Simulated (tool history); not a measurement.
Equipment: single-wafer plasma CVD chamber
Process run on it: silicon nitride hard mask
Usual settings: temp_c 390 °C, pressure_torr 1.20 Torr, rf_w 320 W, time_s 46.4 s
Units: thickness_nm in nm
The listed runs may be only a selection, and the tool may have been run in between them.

run,hour,temp_c,pressure_torr,rf_w,time_s,"read-back reference wafer on the same gauge, thickness_nm",thickness_nm
1,0.0,385,1.20,320,46.4,49.370,48.510
2,25.4,385,1.20,320,46.4,49.242,47.944
3,49.5,390,1.20,320,46.4,49.220,47.901
4,68.6,390,1.31,320,46.4,49.308,49.110
5,92.4,390,1.31,320,46.4,49.257,49.191
6,108.2,390,1.20,320,46.4,49.284,48.101
7,124.7,390,1.20,320,46.4,49.264,47.695
8,147.4,390,1.20,320,46.4,49.351,47.848
9,171.2,390,1.20,320,46.4,49.219,47.824
10,190.6,390,1.20,320,46.4,49.284,47.189
11,225.2,390,1.20,320,46.4,49.300,47.541
# hour 241.3: thermocouple changed; heater temperature recalibrated
12,247.9,390,1.20,300,46.4,49.331,44.997
# hour 265.1: showerhead replaced
# hour 273.5: RF generator calibrated
13,280.1,390,1.20,370,49.4,49.184,59.343
# hour 302.7: capacitance manometer re-zeroed and calibrated
14,303.2,390,1.20,320,54.5,49.294,58.391
# hour 324.1: gauge calibrated
15,403.4,390,1.20,320,46.4,49.285,49.272
16,434.6,390,1.20,320,46.4,49.368,49.191
17,452.5,390,1.20,320,39.2,49.296,41.591
18,474.0,390,1.20,320,41.8,49.346,44.183
19,496.3,390,1.20,345,48.7,49.298,54.625
20,510.3,390,1.34,320,46.4,49.248,50.462
21,522.9,390,1.20,320,46.4,49.362,49.258
22,545.1,397,1.09,320,46.4,49.321,47.485
23,578.9,377,1.20,320,46.4,49.234,49.023

List, for all runs, the conditions of the tool that the log does not record:
wafer temperature above the value expected at the setpoint (K): 0 in every run
true pressure above the setpoint (%): 0 in every run
gauge reads high (%): 0 in every run
H1: delivered RF power above the setpoint (%)
run,H1
1,-4.3
2,-4.44
3,-4.58
4,-4.69
5,-4.83
6,-4.92
7,-5.01
8,-5.14
9,-5.27
10,-5.39
11,-5.58
12,-5.71
13,-0.419
14,-0.551
15,-1.12
16,-1.3
17,-1.4
18,-1.53
19,-1.65
20,-1.73
21,-1.8
22,-1.93
23,-2.12
